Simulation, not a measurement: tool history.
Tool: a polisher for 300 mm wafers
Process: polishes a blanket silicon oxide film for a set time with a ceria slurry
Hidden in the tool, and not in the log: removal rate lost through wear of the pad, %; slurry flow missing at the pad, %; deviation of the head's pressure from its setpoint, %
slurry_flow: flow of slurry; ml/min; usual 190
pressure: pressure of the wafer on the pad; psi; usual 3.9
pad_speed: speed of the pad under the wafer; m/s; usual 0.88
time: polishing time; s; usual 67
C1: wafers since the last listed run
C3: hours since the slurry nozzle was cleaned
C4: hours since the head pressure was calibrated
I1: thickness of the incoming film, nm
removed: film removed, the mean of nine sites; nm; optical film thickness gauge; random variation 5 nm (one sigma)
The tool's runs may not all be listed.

run 1 day=0 | slurry_flow=190 pressure=3.9 pad_speed=0.88 time=67 | C1=0 wafers_polished_on_this_pad=1384 C3=337.4 C4=564.1 | I1=1564.9 | removed=362.9
run 2 day=2.004 | slurry_flow=190 pressure=3.9 pad_speed=0.88 time=67 | C1=392 wafers_polished_on_this_pad=1776 C3=385.5 C4=612.2 | I1=1521.3 | removed=349
-- day=3.829 worn pad replaced by a new one
run 3 day=4.175 | slurry_flow=190 pressure=3.9 pad_speed=0.88 time=67 | C1=392 wafers_polished_on_this_pad=67 C3=437.6 C4=664.3 | I1=1561.5 | removed=380.8
-- day=6.058 slurry nozzle cleaned
run 4 day=6.312 | slurry_flow=190 pressure=3.9 pad_speed=0.88 time=67 | C1=410 wafers_polished_on_this_pad=478 C3=6.1 C4=715.6 | I1=1570.7 | removed=388
run 5 day=8.804 | slurry_flow=190 pressure=3.9 pad_speed=0.88 time=67 | C1=487 wafers_polished_on_this_pad=966 C3=65.9 C4=775.4 | I1=1549.8 | removed=377.8
run 6 day=10.104 | slurry_flow=190 pressure=3.9 pad_speed=0.88 time=67 | C1=254 wafers_polished_on_this_pad=1220 C3=97.1 C4=806.6 | I1=1551.5 | removed=373.8
run 7 day=12.462 | slurry_flow=190 pressure=3.9 pad_speed=0.88 time=80 | C1=461 wafers_polished_on_this_pad=1682 C3=153.7 C4=863.2 | I1=1517 | removed=422.9
run 8 day=15.383 | slurry_flow=190 pressure=3.9 pad_speed=0.88 time=80 | C1=571 wafers_polished_on_this_pad=2254 C3=223.8 C4=933.3 | I1=1541.3 | removed=406.4
-- day=15.621 worn pad replaced by a new one
-- day=17.025 head pressure recalibrated
run 9 day=17.938 | slurry_flow=190 pressure=3.9 pad_speed=0.88 time=80 | C1=451 wafers_polished_on_this_pad=437 C3=285.1 C4=21.9 | I1=1519.9 | removed=453.8
run 10 day=24.725 | slurry_flow=190 pressure=3.9 pad_speed=0.88 time=67 | C1=1329 wafers_polished_on_this_pad=1766 C3=448 C4=184.8 | I1=1566.9 | removed=355.5
-- day=26.075 worn pad replaced by a new one
-- day=26.571 slurry nozzle cleaned
run 11 day=26.896 | slurry_flow=190 pressure=3.9 pad_speed=0.88 time=67 | C1=384 wafers_polished_on_this_pad=152 C3=7.8 C4=236.9 | I1=1557.9 | removed=381.4
run 12 day=29.208 | slurry_flow=190 pressure=3.9 pad_speed=0.88 time=67 | C1=452 wafers_polished_on_this_pad=605 C3=63.3 C4=292.4 | I1=1523.9 | removed=376.4
run 13 day=32.154 | slurry_flow=190 pressure=3.9 pad_speed=0.88 time=67 | C1=576 wafers_polished_on_this_pad=1182 C3=134 C4=363.1 | I1=1542.5 | removed=361.9
run 14 day=33.588 | slurry_flow=135 pressure=3.4 pad_speed=0.68 time=52 | C1=280 wafers_polished_on_this_pad=1463 C3=168.4 C4=397.5 | I1=1533.8 | removed=183.6
run 15 day=35.325 | slurry_flow=190 pressure=3.9 pad_speed=0.76 time=67 | C1=340 wafers_polished_on_this_pad=1803 C3=210.1 C4=439.2 | I1=1521.2 | removed=304.4
run 16 day=37.438 | slurry_flow=190 pressure=2.9 pad_speed=0.8 time=67 | C1=413 wafers_polished_on_this_pad=2216 C3=260.8 C4=489.9 | I1=1553 | removed=245.3
-- day=38.354 worn pad replaced by a new one
run 17 day=38.6 | slurry_flow=190 pressure=3.9 pad_speed=0.88 time=67 | C1=195 wafers_polished_on_this_pad=48 C3=288.7 C4=517.8 | I1=1536.6 | removed=386.9
run 18 day=39.654 | slurry_flow=190 pressure=3.9 pad_speed=0.88 time=67 | C1=206 wafers_polished_on_this_pad=254 C3=314 C4=543.1 | I1=1555.9 | removed=378.9
run 19 day=41.746 | slurry_flow=230 pressure=3.9 pad_speed=0.88 time=54 | C1=409 wafers_polished_on_this_pad=664 C3=364.2 C4=593.3 | I1=1532.9 | removed=308.1
run 20 day=43.838 | slurry_flow=190 pressure=3.9 pad_speed=1.02 time=45 | C1=409 wafers_polished_on_this_pad=1074 C3=414.4 C4=643.5 | I1=1513.8 | removed=293.1
-- day=45.238 slurry nozzle cleaned
run 21 day=45.625 | slurry_flow=190 pressure=3.9 pad_speed=0.68 time=67 | C1=341 wafers_polished_on_this_pad=1415 C3=9.3 C4=686.4 | I1=1531.7 | removed=275.2
run 22 day=47.296 | slurry_flow=140 pressure=5 pad_speed=0.6 time=89 | C1=327 wafers_polished_on_this_pad=1743 C3=49.4 C4=726.5 | I1=1570.5 | removed=361.9
run 23 day=50.225 | slurry_flow=190 pressure=3.9 pad_speed=0.88 time=87 | C1=573 wafers_polished_on_this_pad=2316 C3=119.7 C4=796.8 | I1=1547.1 | removed=426.6
-- day=51.171 worn pad replaced by a new one
run 24 day=52.538 | slurry_flow=190 pressure=3.9 pad_speed=0.88 time=67 | C1=420 wafers_polished_on_this_pad=267 C3=175.2 C4=852.3 | I1=1544.3 | removed=387.9
run 25 day=54.862 | slurry_flow=190 pressure=2.7 pad_speed=1.12 time=67 | C1=455 wafers_polished_on_this_pad=723 C3=231 C4=908.1 | I1=1559 | removed=382
run 26 day=56.417 | slurry_flow=190 pressure=2.9 pad_speed=0.88 time=67 | C1=304 wafers_polished_on_this_pad=1027 C3=268.3 C4=945.4 | I1=1537.7 | removed=311.8

Measured less the same run without the tool's hidden state. The same run-to-run variation is in both; the gauge's scatter may not be:
run=1 removed=-22.3
run=2 removed=-33.9
run=3 removed=-2.1
run=4 removed=-4.4
run=5 removed=-11.3
run=6 removed=-16.6
run=7 removed=-34.7
run=8 removed=-61.4
run=9 removed=-4.6
run=10 removed=-32.3
run=11 removed=-9.5
run=12 removed=-12.7
run=13 removed=-22.5
run=14 removed=-15.3
run=15 removed=-35.3
run=16 removed=-41.6
run=17 removed=-3.3
run=18 removed=-3.9
run=19 removed=-6.1
run=20 removed=-11.2
run=21 removed=-17.1
run=22 removed=-33.2
run=23 removed=-70.3
run=24 removed=-1.4
run=25 removed=-5.7
run=26 removed=-8.9
